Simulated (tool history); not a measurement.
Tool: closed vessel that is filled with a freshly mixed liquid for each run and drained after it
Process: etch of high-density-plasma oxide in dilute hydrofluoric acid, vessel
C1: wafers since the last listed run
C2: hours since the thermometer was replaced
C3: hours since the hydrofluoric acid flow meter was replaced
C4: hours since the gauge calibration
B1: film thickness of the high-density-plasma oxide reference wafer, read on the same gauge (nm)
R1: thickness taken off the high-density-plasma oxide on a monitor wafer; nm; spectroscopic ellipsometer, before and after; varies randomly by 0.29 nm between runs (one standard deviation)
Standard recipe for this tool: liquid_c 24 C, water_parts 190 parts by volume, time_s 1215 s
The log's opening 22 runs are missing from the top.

{"run": 23, "day": 14.688, "liquid_c": 24, "water_parts": 190, "time_s": 1735, "C1": 523, "C2": 159.6, "C3": 254.9, "C4": 349.2, "B1": 140.05, "R1": 49.01}
{"run": 24, "day": 15.196, "liquid_c": 24, "water_parts": 190, "time_s": 1215, "C1": 545, "C2": 171.8, "C3": 267.1, "C4": 361.4, "B1": 139.97, "R1": 33.62}
{"run": 25, "day": 15.554, "liquid_c": 26, "water_parts": 120, "time_s": 1215, "C1": 384, "C2": 180.4, "C3": 275.7, "C4": 370, "B1": 139.99, "R1": 63.2}
{"run": 26, "day": 16.288, "liquid_c": 22, "water_parts": 285, "time_s": 1450, "C1": 786, "C2": 198, "C3": 293.3, "C4": 387.6, "B1": 140, "R1": 22.75}
{"run": 27, "day": 16.792, "liquid_c": 19, "water_parts": 190, "time_s": 1215, "C1": 540, "C2": 210.1, "C3": 305.4, "C4": 399.7, "B1": 139.96, "R1": 28.37}
{"run": 28, "day": 18.042, "liquid_c": 21, "water_parts": 230, "time_s": 630, "C1": 1341, "C2": 240.1, "C3": 335.4, "C4": 429.7, "B1": 139.98, "R1": 12.53}
{"run": 29, "day": 18.421, "liquid_c": 28.5, "water_parts": 285, "time_s": 890, "C1": 406, "C2": 249.2, "C3": 344.5, "C4": 438.8, "B1": 140.04, "R1": 17.48}
{"run": 30, "day": 18.9, "liquid_c": 24, "water_parts": 190, "time_s": 1215, "C1": 514, "C2": 260.7, "C3": 356, "C4": 450.3, "B1": 140, "R1": 34.22}
{"run": 31, "day": 19.308, "liquid_c": 20, "water_parts": 265, "time_s": 1900, "C1": 438, "C2": 270.5, "C3": 365.8, "C4": 460.1, "B1": 140.04, "R1": 30.28}
{"run": 32, "day": 19.6, "liquid_c": 24, "water_parts": 190, "time_s": 1785, "C1": 312, "C2": 277.5, "C3": 372.8, "C4": 467.1, "B1": 140, "R1": 50.02}
{"run": 33, "day": 20.079, "liquid_c": 24, "water_parts": 190, "time_s": 1215, "C1": 514, "C2": 289, "C3": 384.3, "C4": 478.6, "B1": 140, "R1": 33.85}

Alternative continuations, all from the tool just after run 33; predict every row:
{"run": "A", "day": 20.121, "liquid_c": 24, "water_parts": 240, "time_s": 1215, "C1": 44, "C2": 290, "C3": 385.3, "C4": 479.6, "B1": "?", "R1": "?"}
{"run": "B", "day": 20.121, "liquid_c": 28.5, "water_parts": 255, "time_s": 595, "C1": 44, "C2": 290, "C3": 385.3, "C4": 479.6, "B1": "?", "R1": "?"}
{"run": "C", "day": 20.121, "liquid_c": 24, "water_parts": 235, "time_s": 1420, "C1": 44, "C2": 290, "C3": 385.3, "C4": 479.6, "B1": "?", "R1": "?"}

run=A B1=140.01 R1=26.1
run=B B1=140.01 R1=13.85
run=C B1=140.01 R1=31.31
What these runs would have given with no unlogged condition in the tool:
run=A R1=26.1
run=B R1=13.85
run=C R1=31.31
